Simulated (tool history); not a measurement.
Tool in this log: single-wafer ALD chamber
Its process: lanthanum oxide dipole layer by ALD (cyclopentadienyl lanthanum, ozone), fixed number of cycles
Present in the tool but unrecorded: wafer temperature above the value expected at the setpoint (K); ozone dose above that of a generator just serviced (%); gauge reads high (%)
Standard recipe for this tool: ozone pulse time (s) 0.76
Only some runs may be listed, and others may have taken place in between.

run,day,ozone pulse time (s),wafers since the last listed run,hours since the last thermocouple change,hours since the last ozone generator service,hours since the showerhead was replaced,hours since the gauge calibration,"read-back reference wafer on the same gauge, thickness_nm",mean film thickness on the monitor wafer (nm)
1,0,0.7,0,715,1309.3,2879.1,554.4,0.348,0.382
2,0.546,0.76,202,728.1,1322.4,2892.2,567.5,0.348,0.395
3,3.312,0.76,1025,794.5,1388.8,2958.6,633.9,0.348,0.397
4,3.821,0.76,188,806.7,1401,2970.8,646.1,0.348,0.396
5,5.021,0.84,444,835.5,1429.8,2999.6,674.9,0.348,0.413
# day 5.542: ozone generator serviced
6,5.754,0.84,148,853.1,5.1,3017.2,692.5,0.348,0.434
7,6.642,0.76,329,874.4,26.4,3038.5,713.8,0.348,0.413
8,7.612,0.76,359,897.7,49.7,3061.8,737.1,0.348,0.414
# day 7.75: gauge calibrated
9,8.95,0.69,495,929.8,81.8,3093.9,28.8,0.348,0.396
10,9.842,0.69,330,951.2,103.2,3115.3,50.2,0.348,0.396
11,10.942,0.76,407,977.6,129.6,3141.7,76.6,0.348,0.415
12,11.862,0.96,341,999.7,151.7,3163.8,98.7,0.348,0.452
13,13.283,0.92,526,1033.8,185.8,3197.9,132.8,0.348,0.444
# day 13.629: thermocouple changed; heater temperature recalibrated
14,14.258,0.46,237,15.1,209.2,3221.3,156.2,0.348,0.314
# day 15.021: showerhead replaced
15,15.112,0.62,193,35.6,229.7,2.2,176.7,0.348,0.373
16,15.671,0.76,207,49,243.1,15.6,190.1,0.348,0.412
17,17.146,0.7,546,84.4,278.5,51,225.5,0.348,0.397
18,18.55,0.48,520,118.1,312.2,84.7,259.2,0.348,0.322
19,19.979,0.84,529,152.4,346.5,119,293.5,0.348,0.428
20,21.079,0.76,407,178.8,372.9,145.4,319.9,0.348,0.411
21,21.812,1.04,271,196.4,390.5,163,337.5,0.348,0.461
22,23.233,0.76,526,230.5,424.6,197.1,371.6,0.348,0.41
23,24.421,0.97,440,259,453.1,225.6,400.1,0.348,0.45
24,25.604,0.64,438,287.4,481.5,254,428.5,0.348,0.377
25,26.221,0.57,228,302.2,496.3,268.8,443.3,0.347,0.354
26,27.083,0.89,319,322.9,517,289.5,464,0.348,0.437
27,28.275,0.76,441,351.5,545.6,318.1,492.6,0.348,0.408
28,28.792,0.66,191,363.9,558,330.5,505,0.348,0.383
29,29.696,0.9,335,385.6,579.7,352.2,526.7,0.348,0.438
30,30.646,0.86,352,408.4,602.5,375,549.5,0.348,0.428
31,31.842,1.03,443,437.1,631.2,403.7,578.2,0.348,0.458
32,33.283,0.51,534,471.7,665.8,438.3,612.8,0.347,0.329
33,34.229,0.76,350,494.4,688.5,461,635.5,0.348,0.407

What if the next run were any one of these 5? Each begins from the tool's condition after run 33:
A,34.246,0.63,6,494.8,688.9,461.4,635.9,?,?
B,34.246,0.87,6,494.8,688.9,461.4,635.9,?,?
C,34.246,0.99,6,494.8,688.9,461.4,635.9,?,?
D,34.246,0.95,6,494.8,688.9,461.4,635.9,?,?
E,34.246,0.98,6,494.8,688.9,461.4,635.9,?,?

run,"read-back reference wafer on the same gauge, thickness_nm",mean film thickness on the monitor wafer (nm)
A,0.348,0.369
B,0.348,0.429
C,0.348,0.45
D,0.348,0.444
E,0.348,0.448
Stripped of hidden state, with their random variation kept, the same runs would have yielded:
run,mean film thickness on the monitor wafer (nm)
A,0.379
B,0.438
C,0.458
D,0.452
E,0.456
